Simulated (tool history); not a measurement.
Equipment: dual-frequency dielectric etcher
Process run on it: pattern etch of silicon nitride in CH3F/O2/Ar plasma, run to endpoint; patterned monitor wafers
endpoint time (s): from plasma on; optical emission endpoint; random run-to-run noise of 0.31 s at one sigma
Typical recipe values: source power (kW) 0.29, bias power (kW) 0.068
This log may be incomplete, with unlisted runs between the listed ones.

run   hour  source power (kW)  bias power (kW)  wafers since the last listed run  hours since the last wet clean  hours since the last source power generator calibration  hours since the last bias power generator calibration  hours since the last upper electrode change  incoming incoming film thickness, nm  endpoint time (s)
  1      0               0.24            0.061                                 0                           217.2                                                   3228.1                                                 4069.4                                       6152.3                                  55.1               94.5
  2    9.4               0.31            0.068                               101                           226.6                                                   3237.5                                                 4078.8                                       6161.7                                  55.7               83.9
  3   24.4               0.31            0.068                               162                           241.6                                                   3252.5                                                 4093.8                                       6176.7                                  55.9               84.3
  4   32.1               0.31            0.068                                83                           249.3                                                   3260.2                                                 4101.5                                       6184.4                                  55.6               83.3
  5   45.6               0.29            0.068                               145                           262.8                                                   3273.7                                                   4115                                       6197.9                                  55.1               84.5
  6   58.6               0.29            0.076                               140                           275.8                                                   3286.7                                                   4128                                       6210.9                                  55.3               80.1
  7   68.2               0.34            0.068                               103                           285.4                                                   3296.3                                                 4137.6                                       6220.5                                  54.7               79.3
  8   80.3               0.34            0.068                               130                           297.5                                                   3308.4                                                 4149.7                                       6232.6                                  55.3               79.8
  9   96.5               0.29            0.068                               175                           313.7                                                   3324.6                                                 4165.9                                       6248.8                                  55.9               85.4
 10  111.3               0.29            0.068                               159                           328.5                                                   3339.4                                                 4180.7                                       6263.6                                  55.2                 84
     135.7  -- wet clean of the chamber
 11  136.2               0.29            0.068                                 9                             0.5                                                   3364.3                                                 4205.6                                       6288.5                                  55.9               85.9
 12  136.6               0.23            0.079                                 4                             0.9                                                   3364.7                                                   4206                                       6288.9                                  55.4               85.7
 13  142.1               0.29            0.068                                59                             6.4                                                   3370.2                                                 4211.5                                       6294.4                                  55.5               84.9
 14  157.4               0.29            0.068                               165                            21.7                                                   3385.5                                                 4226.8                                       6309.7                                  55.1               84.4
     188.4  -- upper electrode replaced
 15  188.9               0.25            0.068                                81                            53.2                                                     3417                                                 4258.3                                          0.5                                  55.2               89.8
 16  189.3               0.29            0.068                                 4                            53.6                                                   3417.4                                                 4258.7                                          0.9                                  55.8               85.6
 17  197.2               0.29            0.068                                85                            61.5                                                   3425.3                                                 4266.6                                          8.8                                  55.1               84.7
 18  213.2               0.23            0.076                               172                            77.5                                                   3441.3                                                 4282.6                                         24.8                                  55.7               88.2
     222.9  -- bias power generator calibrated
 19  230.5               0.34             0.08                               143                            94.8                                                   3458.6                                                    7.6                                         42.1                                  55.3               74.5
 20  237.9               0.23            0.055                                79                           102.2                                                     3466                                                     15                                         49.5                                  55.4              101.8
 21  248.2               0.29            0.068                               111                           112.5                                                   3476.3                                                   25.3                                         59.8                                  55.9               85.7
 22  256.9               0.27            0.053                                94                           121.2                                                     3485                                                     34                                         68.5                                  56.2               98.6
 23  268.8               0.26            0.062                               128                           133.1                                                   3496.9                                                   45.9                                         80.4                                  55.8               92.8
 24  277.7               0.29            0.068                                96                             142                                                   3505.8                                                   54.8                                         89.3                                  55.2               85.1
 25  291.7               0.33            0.062                               151                             156                                                   3519.8                                                   68.8                                        103.3                                    56               85.1
 26  301.2               0.31            0.081                               102                           165.5                                                   3529.3                                                   78.3                                        112.8                                  55.7               77.6
 27  317.3               0.32            0.078                               173                           181.6                                                   3545.4                                                   94.4                                        128.9                                  55.4               77.3
     323.9  -- source power generator calibrated
 28  332.6               0.33            0.075                               122                           196.9                                                      8.7                                                  109.7                                        144.2                                  55.3               78.1
 29  341.2               0.29            0.068                                92                           205.5                                                     17.3                                                  118.3                                        152.8                                  55.5               85.4
 30  354.3               0.29            0.068                               141                           218.6                                                     30.4                                                  131.4                                        165.9                                  55.5               85.2
 31  364.4               0.27            0.059                               109                           228.7                                                     40.5                                                  141.5                                          176                                  55.4               92.6
 32  403.1               0.34            0.077                               418                           267.4                                                     79.2                                                  180.2                                        214.7                                  55.4               76.6
 33  413.1               0.23            0.068                               108                           277.4                                                     89.2                                                  190.2                                        224.7                                  55.3               92.2
 34  424.6               0.24            0.058                               124                           288.9                                                    100.7                                                  201.7                                        236.2                                  55.6               98.3
 35  438.5               0.23            0.076                               150                           302.8                                                    114.6                                                  215.6                                        250.1                                  55.5               87.6

Hidden condition of the tool, last listed run before each entry between runs versus first listed run after:
Between runs 10 and 11: wet clean of the chamber (hour 135.7)
  nothing in the hidden state changes from one run to the other
Between runs 14 and 15: upper electrode replaced (hour 188.4)
  nothing in the hidden state changes from one run to the other
Between runs 18 and 19: bias power generator calibrated (hour 222.9)
  nothing in the hidden state changes from one run to the other
Between runs 27 and 28: source power generator calibrated (hour 323.9)
  nothing in the hidden state changes from one run to the other
